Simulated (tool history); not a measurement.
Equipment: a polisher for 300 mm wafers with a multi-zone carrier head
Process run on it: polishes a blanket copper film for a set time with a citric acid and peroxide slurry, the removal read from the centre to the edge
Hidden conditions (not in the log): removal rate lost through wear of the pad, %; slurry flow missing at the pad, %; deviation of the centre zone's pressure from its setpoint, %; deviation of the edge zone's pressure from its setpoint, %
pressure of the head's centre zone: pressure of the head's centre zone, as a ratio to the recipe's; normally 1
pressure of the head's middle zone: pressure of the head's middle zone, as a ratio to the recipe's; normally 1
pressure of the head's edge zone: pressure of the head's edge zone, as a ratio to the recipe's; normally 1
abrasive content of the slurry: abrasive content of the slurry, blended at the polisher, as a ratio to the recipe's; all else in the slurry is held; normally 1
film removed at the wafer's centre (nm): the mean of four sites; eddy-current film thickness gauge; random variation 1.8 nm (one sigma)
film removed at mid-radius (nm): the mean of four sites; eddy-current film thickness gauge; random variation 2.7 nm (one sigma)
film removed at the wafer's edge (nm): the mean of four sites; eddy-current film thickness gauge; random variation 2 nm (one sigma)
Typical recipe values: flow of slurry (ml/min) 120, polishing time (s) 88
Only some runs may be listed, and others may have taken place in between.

run   hour  flow of slurry (ml/min)  pressure of the head's centre zone  pressure of the head's middle zone  pressure of the head's edge zone  abrasive content of the slurry  polishing time (s)  wafers since the last listed run  wafers polished on this pad  hours since the slurry nozzle was cleaned  hours since the centre zone pressure was calibrated  hours since the edge zone pressure was calibrated  hours since the carrier head's membrane was replaced  incoming thickness of the incoming film, nm  film removed at the wafer's centre (nm)  film removed at mid-radius (nm)  film removed at the wafer's edge (nm)
  1      0                      135                                   1                                0.94                                 1                               1                  88                                 0                          103                                      148.9                                                580.2                                              871.4                                                 536.6                                          987                                    203.8                            188.4                                  203.4
  2   33.1                      135                                   1                                0.94                                 1                               1                  88                               412                          516                                        182                                                613.3                                              904.5                                                 569.7                                        975.4                                    191.3                            176.4                                  187.7
  3   54.7                      135                                   1                                0.94                                 1                               1                  88                               269                          785                                      203.6                                                634.9                                              926.1                                                 591.3                                        990.1                                    186.8                            175.1                                  185.1
      62.3  -- worn pad replaced by a new one
  4   72.2                      120                                   1                                1.06                                 1                             0.9                  88                               168                          123                                      221.1                                                652.4                                              943.6                                                 608.8                                          988                                    186.6                            195.6                                    187
  5   89.8                      120                                   1                                1.06                                 1                             0.9                  88                               219                          342                                      238.7                                                  670                                              961.2                                                 626.4                                        987.2                                      179                            185.5                                  183.7
      96.7  -- centre zone pressure recalibrated
        97  -- slurry nozzle cleaned
  6  103.7                      120                                   1                                   1                              1.06                               1                  88                               143                          486                                        6.7                                                    7                                              975.1                                                 640.3                                        970.5                                    190.1                            187.2                                  188.2
     127.1  -- worn pad replaced by a new one
  7  127.6                      120                                   1                                1.04                                 1                               1                  88                               248                            5                                       30.6                                                 30.9                                                999                                                 664.2                                        979.8                                    203.9                            206.4                                  201.9
  8  160.2                      120                                   1                                1.11                                 1                             0.8                  88                               406                          412                                       63.2                                                 63.5                                             1031.6                                                 696.8                                        971.9                                    179.6                            192.5                                  180.4
     181.8  -- edge zone pressure recalibrated
  9  184.9                      120                                   1                                0.92                              1.08                             1.3                  88                               283                          695                                       87.9                                                 88.2                                                3.1                                                 721.5                                          969                                    190.5                            173.9                                  198.3
     193.2  -- worn pad replaced by a new one
 10  204.3                      120                                   1                                   1                              0.93                               1                  88                               192                          137                                      107.3                                                107.6                                               22.5                                                 740.9                                        973.9                                    193.5                            186.8                                  187.5
 11  233.9                      120                                1.05                                   1                                 1                               1                  78                               369                          506                                      136.9                                                137.2                                               52.1                                                 770.5                                        994.9                                      170                              155                                    162
     239.4  -- carrier head's membrane replaced by a new one
 12  248.9                      135                                   1                                0.94                                 1                               1                  88                               124                          631                                      151.9                                                152.2                                               67.1                                                   9.5                                       1001.5                                    185.9                            170.7                                  183.1
     264.1  -- worn pad replaced by a new one
 13  264.6                      120                                   1                                   1                                 1                            0.75                  88                               145                            5                                      167.6                                                167.9                                               82.8                                                  25.2                                        976.8                                    191.3                            188.7                                  188.4
 14  294.7                      145                                   1                                   1                                 1                               1                  88                               375                          381                                      197.7                                                  198                                              112.9                                                  55.3                                        993.2                                    193.9                            191.6                                  192.7
 15  312.8                      120                                   1                                   1                              0.91                               1                  88                               225                          606                                      215.8                                                216.1                                                131                                                  73.4                                          995                                    181.2                              176                                  173.4

Had the tool no unlogged condition, and each run kept its random variation, what would the results have been?
run  film removed at the wafer's centre (nm)  film removed at mid-radius (nm)  film removed at the wafer's edge (nm)
  1                                      216                            199.1                                  213.7
  2                                    215.5                            198.1                                  209.3
  3                                    213.3                            199.2                                  208.8
  4                                    203.3                              212                                  200.6
  5                                    203.3                            209.4                                  204.9
  6                                    209.7                            206.5                                  207.5
  7                                    207.4                            209.8                                    205
  8                                    199.1                              213                                  199.1
  9                                    215.3                            196.2                                  222.9
 10                                    207.4                            199.8                                  199.5
 11                                    192.1                            174.5                                  181.3
 12                                    211.6                            193.7                                  206.6
 13                                    197.2                            193.9                                  192.1
 14                                    215.8                            212.5                                  212.2
 15                                    206.6                            199.7                                  194.8
